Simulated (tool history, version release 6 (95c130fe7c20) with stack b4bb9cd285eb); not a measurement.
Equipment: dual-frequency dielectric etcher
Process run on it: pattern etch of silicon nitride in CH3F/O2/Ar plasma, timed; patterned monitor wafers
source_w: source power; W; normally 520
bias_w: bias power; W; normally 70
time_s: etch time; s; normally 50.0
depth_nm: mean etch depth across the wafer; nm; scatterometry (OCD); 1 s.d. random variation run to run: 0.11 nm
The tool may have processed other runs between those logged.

| run | hour | source_w | bias_w | time_s | wafers since the last listed run | hours since the last wet clean | hours since the last source power generator calibration | hours since the last bias power generator calibration | hours since the last upper electrode change | hours since the gauge calibration | read-back reference wafer on the same gauge, depth_nm | depth_nm |
|---|---|---|---|---|---|---|---|---|---|---|---|---|
| 1 | 0.0 | 520 | 70 | 42.0 | 0 | 393.2 | 2653.7 | 4253.5 | 4848.0 | 64.1 | 42.37 | 32.34 |
| 2 | 10.3 | 520 | 70 | 42.0 | 80 | 403.5 | 2664.0 | 4263.8 | 4858.3 | 74.4 | 42.41 | 32.36 |
| 3 | 19.5 | 520 | 70 | 50.0 | 71 | 412.7 | 2673.2 | 4273.0 | 4867.5 | 83.6 | 42.37 | 38.36 |
| 4 | 33.4 | 520 | 70 | 50.0 | 108 | 426.6 | 2687.1 | 4286.9 | 4881.4 | 97.5 | 42.42 | 38.57 |
| 5 | 42.5 | 520 | 70 | 50.0 | 70 | 435.7 | 2696.2 | 4296.0 | 4890.5 | 106.6 | 42.42 | 38.24 |
| 6 | 59.7 | 520 | 58 | 50.0 | 134 | 452.9 | 2713.4 | 4313.2 | 4907.7 | 123.8 | 42.40 | 36.40 |
| 7 | 72.9 | 520 | 58 | 50.0 | 102 | 466.1 | 2726.6 | 4326.4 | 4920.9 | 137.0 | 42.41 | 36.70 |
|  | 80.4 | gauge calibrated |
|  | 110.4 | upper electrode replaced |
| 8 | 110.9 | 430 | 70 | 50.0 | 109 | 504.1 | 2764.6 | 4364.4 | 0.5 | 30.5 | 42.38 | 35.95 |
| 9 | 111.2 | 430 | 70 | 50.0 | 2 | 504.4 | 2764.9 | 4364.7 | 0.8 | 30.8 | 42.38 | 36.14 |
| 10 | 111.5 | 520 | 62 | 50.0 | 2 | 504.7 | 2765.2 | 4365.0 | 1.1 | 31.1 | 42.40 | 37.24 |
| 11 | 121.0 | 520 | 70 | 50.0 | 74 | 514.2 | 2774.7 | 4374.5 | 10.6 | 40.6 | 42.43 | 38.24 |
|  | 125.6 | source power generator calibrated |
| 12 | 138.6 | 470 | 86 | 56.5 | 106 | 531.8 | 13.0 | 4392.1 | 28.2 | 58.2 | 42.40 | 44.44 |
| 13 | 148.8 | 520 | 70 | 45.0 | 79 | 542.0 | 23.2 | 4402.3 | 38.4 | 68.4 | 42.36 | 34.45 |
|  | 183.9 | wet clean of the chamber |
| 14 | 184.4 | 400 | 85 | 44.5 | 90 | 0.5 | 58.8 | 4437.9 | 74.0 | 104.0 | 42.43 | 33.07 |
| 15 | 185.2 | 650 | 62 | 50.0 | 6 | 1.3 | 59.6 | 4438.7 | 74.8 | 104.8 | 42.47 | 40.07 |
|  | 191.2 | gauge calibrated |
|  | 195.8 | bias power generator calibrated |
| 16 | 196.3 | 650 | 62 | 50.0 | 55 | 12.4 | 70.7 | 0.5 | 85.9 | 5.1 | 42.41 | 40.28 |
| 17 | 205.7 | 470 | 86 | 56.5 | 73 | 21.8 | 80.1 | 9.9 | 95.3 | 14.5 | 42.40 | 44.24 |
| 18 | 217.6 | 520 | 77 | 40.0 | 92 | 33.7 | 92.0 | 21.8 | 107.2 | 26.4 | 42.36 | 31.68 |

For run 19, what comes out?
| 19 | 226.9 | 580 | 64 | 58.0 | 72 | 43.0 | 101.3 | 31.1 | 116.5 | 35.7 | ? | ? |

read-back reference wafer on the same gauge, depth_nm: 42.41
depth_nm: 45.13 nm
Take away the tool's hidden state, keep the run-to-run variation as it was, and the same run would have given depth_nm 45.13 nm.
